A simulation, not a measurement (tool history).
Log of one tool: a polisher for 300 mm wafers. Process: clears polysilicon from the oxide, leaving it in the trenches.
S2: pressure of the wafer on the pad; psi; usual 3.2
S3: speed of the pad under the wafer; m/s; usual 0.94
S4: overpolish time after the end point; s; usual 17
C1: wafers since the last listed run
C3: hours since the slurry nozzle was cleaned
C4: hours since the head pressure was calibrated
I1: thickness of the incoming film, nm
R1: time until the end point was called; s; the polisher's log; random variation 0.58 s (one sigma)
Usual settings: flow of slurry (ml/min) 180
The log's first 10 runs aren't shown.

-- hour=716.6 slurry nozzle cleaned
run 11 hour=750.5 | flow_of_slurry_(ml/min)=220 S2=3.2 S3=0.94 S4=17 | C1=834 wafers_polished_on_this_pad=2306 C3=33.9 C4=896.0 | I1=585.5 | R1=29.6
run 12 hour=816.1 | flow_of_slurry_(ml/min)=220 S2=3.2 S3=0.94 S4=17 | C1=715 wafers_polished_on_this_pad=3022 C3=99.5 C4=961.6 | I1=589.0 | R1=31.1
run 13 hour=882.5 | flow_of_slurry_(ml/min)=180 S2=3.2 S3=0.94 S4=17 | C1=724 wafers_polished_on_this_pad=3746 C3=165.9 C4=1028.0 | I1=595.6 | R1=33.5
run 14 hour=1031.4 | flow_of_slurry_(ml/min)=180 S2=3.2 S3=0.94 S4=17 | C1=1624 wafers_polished_on_this_pad=5371 C3=314.8 C4=1176.9 | I1=588.3 | R1=32.9
run 15 hour=1124.4 | flow_of_slurry_(ml/min)=180 S2=3.2 S3=0.94 S4=12 | C1=1014 wafers_polished_on_this_pad=6386 C3=407.8 C4=1269.9 | I1=596.7 | R1=34.9
run 16 hour=1202.4 | flow_of_slurry_(ml/min)=180 S2=3.2 S3=0.68 S4=17 | C1=850 wafers_polished_on_this_pad=7236 C3=485.8 C4=1347.9 | I1=581.9 | R1=45.9
-- hour=1273.3 worn pad replaced by a new one
-- hour=1296.9 slurry nozzle cleaned
run 17 hour=1303.7 | flow_of_slurry_(ml/min)=215 S2=3.2 S3=1.22 S4=17 | C1=1050 wafers_polished_on_this_pad=321 C3=6.8 C4=1449.2 | I1=594.1 | R1=23.4
-- hour=1360.7 head pressure recalibrated
run 18 hour=1408.3 | flow_of_slurry_(ml/min)=180 S2=3.2 S3=0.94 S4=17 | C1=1119 wafers_polished_on_this_pad=1440 C3=111.4 C4=47.6 | I1=597.9 | R1=32.3
run 19 hour=1446.6 | flow_of_slurry_(ml/min)=180 S2=3.2 S3=0.94 S4=17 | C1=417 wafers_polished_on_this_pad=1858 C3=149.7 C4=85.9 | I1=584.8 | R1=30.2
run 20 hour=1521.9 | flow_of_slurry_(ml/min)=140 S2=3.2 S3=1.12 S4=20 | C1=821 wafers_polished_on_this_pad=2679 C3=225.0 C4=161.2 | I1=580.7 | R1=27.5
run 21 hour=1622.3 | flow_of_slurry_(ml/min)=155 S2=2.3 S3=1.10 S4=24 | C1=1095 wafers_polished_on_this_pad=3775 C3=325.4 C4=261.6 | I1=585.6 | R1=41.4
run 22 hour=1694.0 | flow_of_slurry_(ml/min)=180 S2=2.9 S3=0.76 S4=22 | C1=782 wafers_polished_on_this_pad=4557 C3=397.1 C4=333.3 | I1=583.4 | R1=42.7
run 23 hour=1747.6 | flow_of_slurry_(ml/min)=210 S2=3.2 S3=0.82 S4=17 | C1=584 wafers_polished_on_this_pad=5141 C3=450.7 C4=386.9 | I1=594.3 | R1=36.6
run 24 hour=1814.9 | flow_of_slurry_(ml/min)=140 S2=3.2 S3=0.94 S4=24 | C1=734 wafers_polished_on_this_pad=5876 C3=518.0 C4=454.2 | I1=590.3 | R1=37.0
-- hour=1963.0 worn pad replaced by a new one
run 25 hour=2033.6 | flow_of_slurry_(ml/min)=180 S2=3.8 S3=0.94 S4=17 | C1=2342 wafers_polished_on_this_pad=770 C3=736.7 C4=672.9 | I1=582.3 | R1=28.4
-- hour=2043.1 slurry nozzle cleaned
run 26 hour=2126.3 | flow_of_slurry_(ml/min)=230 S2=3.2 S3=0.94 S4=26 | C1=1000 wafers_polished_on_this_pad=1770 C3=83.2 C4=765.6 | I1=591.4 | R1=30.6
run 27 hour=2218.5 | flow_of_slurry_(ml/min)=180 S2=3.2 S3=0.94 S4=17 | C1=1005 wafers_polished_on_this_pad=2776 C3=175.4 C4=857.8 | I1=584.9 | R1=32.0
run 28 hour=2304.2 | flow_of_slurry_(ml/min)=180 S2=3.2 S3=0.94 S4=26 | C1=934 wafers_polished_on_this_pad=3711 C3=261.1 C4=943.5 | I1=600.2 | R1=33.8
run 29 hour=2347.0 | flow_of_slurry_(ml/min)=180 S2=3.2 S3=1.14 S4=17 | C1=466 wafers_polished_on_this_pad=4178 C3=303.9 C4=986.3 | I1=584.4 | R1=27.8
run 30 hour=2415.6 | flow_of_slurry_(ml/min)=155 S2=2.8 S3=0.78 S4=24 | C1=748 wafers_polished_on_this_pad=4926 C3=372.5 C4=1054.9 | I1=582.3 | R1=46.0
run 31 hour=2514.0 | flow_of_slurry_(ml/min)=180 S2=2.4 S3=1.06 S4=17 | C1=1073 wafers_polished_on_this_pad=6000 C3=470.9 C4=1153.3 | I1=593.6 | R1=40.0
run 32 hour=2589.9 | flow_of_slurry_(ml/min)=180 S2=3.2 S3=0.94 S4=17 | C1=828 wafers_polished_on_this_pad=6828 C3=546.8 C4=1229.2 | I1=580.5 | R1=33.6
-- hour=2649.6 worn pad replaced by a new one
run 33 hour=2692.4 | flow_of_slurry_(ml/min)=180 S2=2.7 S3=1.22 S4=13 | C1=1074 wafers_polished_on_this_pad=466 C3=649.3 C4=1331.7 | I1=599.5 | R1=32.0
-- hour=2764.3 head pressure recalibrated
run 34 hour=2778.5 | flow_of_slurry_(ml/min)=155 S2=2.7 S3=0.86 S4=8 | C1=917 wafers_polished_on_this_pad=1383 C3=735.4 C4=14.2 | I1=591.2 | R1=45.5
-- hour=2791.7 slurry nozzle cleaned
run 35 hour=2832.9 | flow_of_slurry_(ml/min)=180 S2=3.2 S3=0.94 S4=17 | C1=582 wafers_polished_on_this_pad=1966 C3=41.2 C4=68.6 | I1=595.8 | R1=31.4

Forecast each of these 3 alternatives for the next run:
run A hour=2833.3 | flow_of_slurry_(ml/min)=180 S2=3.2 S3=1.08 S4=17 | C1=4 wafers_polished_on_this_pad=1970 C3=41.6 C4=69.0 | I1=584.8 | R1=?
run B hour=2833.3 | flow_of_slurry_(ml/min)=180 S2=4.2 S3=0.94 S4=11 | C1=4 wafers_polished_on_this_pad=1970 C3=41.6 C4=69.0 | I1=584.8 | R1=?
run C hour=2833.3 | flow_of_slurry_(ml/min)=180 S2=3.2 S3=1.20 S4=17 | C1=4 wafers_polished_on_this_pad=1970 C3=41.6 C4=69.0 | I1=584.8 | R1=?

run=A R1=26.7
run=B R1=23.2
run=C R1=24.2
Without the tool's hidden state the same runs would have given:
run=A R1=26.2
run=B R1=22.8
run=C R1=23.7
